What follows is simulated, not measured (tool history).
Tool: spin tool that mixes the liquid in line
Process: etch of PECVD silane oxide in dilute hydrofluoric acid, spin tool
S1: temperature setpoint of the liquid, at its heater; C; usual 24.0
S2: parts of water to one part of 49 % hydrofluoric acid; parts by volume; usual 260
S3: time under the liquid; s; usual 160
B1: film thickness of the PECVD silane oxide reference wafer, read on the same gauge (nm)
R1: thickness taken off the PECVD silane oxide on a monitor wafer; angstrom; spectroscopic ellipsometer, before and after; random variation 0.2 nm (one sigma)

| run | hour | S1 | S2 | S3 | B1 | R1 |
|---|---|---|---|---|---|---|
| 1 | 0.0 | 24.0 | 260 | 160 | 69.96 | 262.8 |
| 2 | 42.3 | 24.0 | 260 | 160 | 70.02 | 266.5 |
| 3 | 99.5 | 24.0 | 260 | 160 | 70.04 | 267.5 |
| 4 | 184.4 | 24.0 | 260 | 160 | 69.99 | 268.5 |
| 5 | 250.6 | 24.0 | 260 | 160 | 69.99 | 269.2 |
| 6 | 355.0 | 24.0 | 260 | 160 | 70.03 | 268.9 |
| 7 | 391.8 | 24.0 | 260 | 160 | 70.02 | 273.4 |
| 8 | 495.7 | 24.0 | 260 | 195 | 69.96 | 335.6 |
|  | 503.7 | thermometer replaced |
|  | 532.4 | gauge calibrated |
| 9 | 596.3 | 24.0 | 260 | 160 | 69.99 | 272.8 |
| 10 | 739.6 | 21.0 | 260 | 110 | 69.96 | 168.4 |
| 11 | 786.3 | 24.0 | 260 | 160 | 69.99 | 275.5 |
|  | 796.9 | hydrofluoric acid flow meter replaced |
| 12 | 835.4 | 21.5 | 155 | 220 | 69.98 | 613.3 |
| 13 | 903.6 | 22.0 | 335 | 215 | 70.03 | 236.9 |
| 14 | 942.0 | 24.0 | 160 | 210 | 69.99 | 622.3 |
| 15 | 1045.0 | 24.0 | 160 | 210 | 70.05 | 634.1 |

What the log doesn't show, run by run:
gauge reads high (%): 0 in every run
H1: liquid hotter than its thermometer reads (K)
H2: hydrofluoric acid flow above the setpoint (%)
| run | H1 | H2 |
|---|---|---|
| 1 | 0.246 | 2.68 |
| 2 | 0.309 | 2.83 |
| 3 | 0.396 | 3.03 |
| 4 | 0.524 | 3.33 |
| 5 | 0.623 | 3.56 |
| 6 | 0.781 | 3.93 |
| 7 | 0.836 | 4.06 |
| 8 | 0.993 | 4.42 |
| 9 | 0.298 | 4.78 |
| 10 | 0.514 | 5.28 |
| 11 | 0.584 | 5.44 |
| 12 | 0.658 | 0.904 |
| 13 | 0.761 | 1.14 |
| 14 | 0.819 | 1.28 |
| 15 | 0.974 | 1.64 |
